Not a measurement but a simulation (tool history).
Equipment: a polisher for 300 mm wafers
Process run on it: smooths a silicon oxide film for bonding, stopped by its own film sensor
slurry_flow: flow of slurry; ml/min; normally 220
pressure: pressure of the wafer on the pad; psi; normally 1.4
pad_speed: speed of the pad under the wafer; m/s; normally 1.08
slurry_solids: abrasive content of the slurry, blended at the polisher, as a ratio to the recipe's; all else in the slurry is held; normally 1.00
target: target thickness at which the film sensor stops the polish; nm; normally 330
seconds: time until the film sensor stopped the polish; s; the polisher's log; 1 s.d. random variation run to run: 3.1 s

run	hour	slurry_flow	pressure	pad_speed	slurry_solids	target	wafers since the last listed run	wafers polished on this pad	hours since the slurry nozzle was cleaned	hours since the head pressure was calibrated	hours since the slurry blender was calibrated	incoming thickness of the incoming film, nm	seconds
1	0.0	220	1.4	1.08	1.00	330	0	2203	181.3	246.6	109.2	414.8	199.5
# hour 62.9: worn pad replaced by a new one
2	70.4	220	1.4	1.08	1.00	330	602	68	251.7	317.0	179.6	408.6	181.2
# hour 162.8: head pressure recalibrated
3	176.7	220	1.4	1.08	1.00	330	945	1014	358.0	13.9	285.9	409.3	180.8
# hour 188.2: slurry blender recalibrated
4	232.8	220	1.4	1.08	1.00	330	490	1504	414.1	70.0	44.6	411.1	183.7
# hour 251.3: slurry nozzle cleaned
5	331.5	220	1.4	1.08	1.00	330	886	2390	80.2	168.7	143.3	405.9	174.9
6	379.1	220	1.4	1.08	1.00	330	431	2822	127.8	216.3	190.9	408.7	181.7
# hour 388.9: worn pad replaced by a new one
7	454.4	240	1.4	1.08	1.00	330	646	593	203.1	291.6	266.2	416.7	193.1
# hour 456.7: slurry blender recalibrated
8	519.9	240	1.4	1.08	1.00	330	575	1169	268.6	357.1	63.2	414.1	186.1
9	575.6	200	1.4	1.08	1.00	330	505	1674	324.3	412.8	118.9	418.8	208.6
# hour 632.9: head pressure recalibrated
10	661.7	200	1.4	1.08	1.00	330	762	2437	410.4	28.8	205.0	404.5	172.1
# hour 671.4: slurry nozzle cleaned
# hour 703.3: worn pad replaced by a new one
11	703.9	220	1.4	1.08	1.00	330	337	5	32.5	71.0	247.2	410.6	184.1
# hour 743.4: slurry blender recalibrated
12	810.8	220	1.4	1.08	1.00	320	951	956	139.4	177.9	67.4	404.9	194.7
13	885.7	170	1.1	1.08	1.00	349	679	1636	214.3	252.8	142.3	400.9	147.4
14	925.3	260	1.4	0.76	0.85	321	359	1995	253.9	292.4	181.9	411.1	264.7
15	966.3	220	1.4	1.08	0.70	330	371	2366	294.9	333.4	222.9	410.2	214.8
# hour 978.7: worn pad replaced by a new one
# hour 1017.3: head pressure recalibrated
16	1023.5	220	1.4	1.08	1.00	330	464	388	352.1	6.2	280.1	406.2	174.3
# hour 1060.3: slurry nozzle cleaned
# hour 1086.8: slurry blender recalibrated
17	1109.4	170	1.5	1.44	1.25	330	751	1140	49.1	92.1	22.6	416.2	146.6
18	1204.6	250	1.8	1.38	1.15	330	863	2003	144.3	187.3	117.8	415.1	122.3
19	1260.2	220	1.4	1.08	1.00	330	504	2507	199.9	242.9	173.4	412.6	186.4
# hour 1291.5: worn pad replaced by a new one
20	1325.4	220	1.6	0.94	1.00	349	555	307	265.1	308.1	238.6	401.6	115.4
21	1371.6	220	1.4	1.08	1.00	330	418	726	311.3	354.3	284.8	412.5	190.1
# hour 1400.2: head pressure recalibrated
22	1411.1	220	1.4	1.08	1.00	330	340	1066	350.8	10.9	324.3	403.3	167.1
# hour 1416.6: slurry blender recalibrated
# hour 1508.3: slurry nozzle cleaned
23	1510.8	220	1.4	1.08	1.20	330	876	1943	2.5	110.6	94.2	406.5	164.6

Forecast each of these 5 alternatives for the next run:
A	1511.3	220	1.4	1.08	1.00	312	4	1948	3.0	111.1	94.7	416.2	?
B	1511.3	220	1.2	1.08	0.85	353	4	1948	3.0	111.1	94.7	416.2	?
C	1511.3	250	1.4	0.88	1.00	309	4	1948	3.0	111.1	94.7	416.2	?
D	1511.3	245	1.2	1.08	1.00	330	4	1948	3.0	111.1	94.7	416.2	?
E	1511.3	220	1.1	1.08	1.00	330	4	1948	3.0	111.1	94.7	416.2	?

run	seconds
A	241.1
B	175.9
C	280.3
D	223.2
E	241.3
Without the tool's hidden state the same runs would have given:
run	seconds
A	241.1
B	175.9
C	280.3
D	223.2
E	241.3
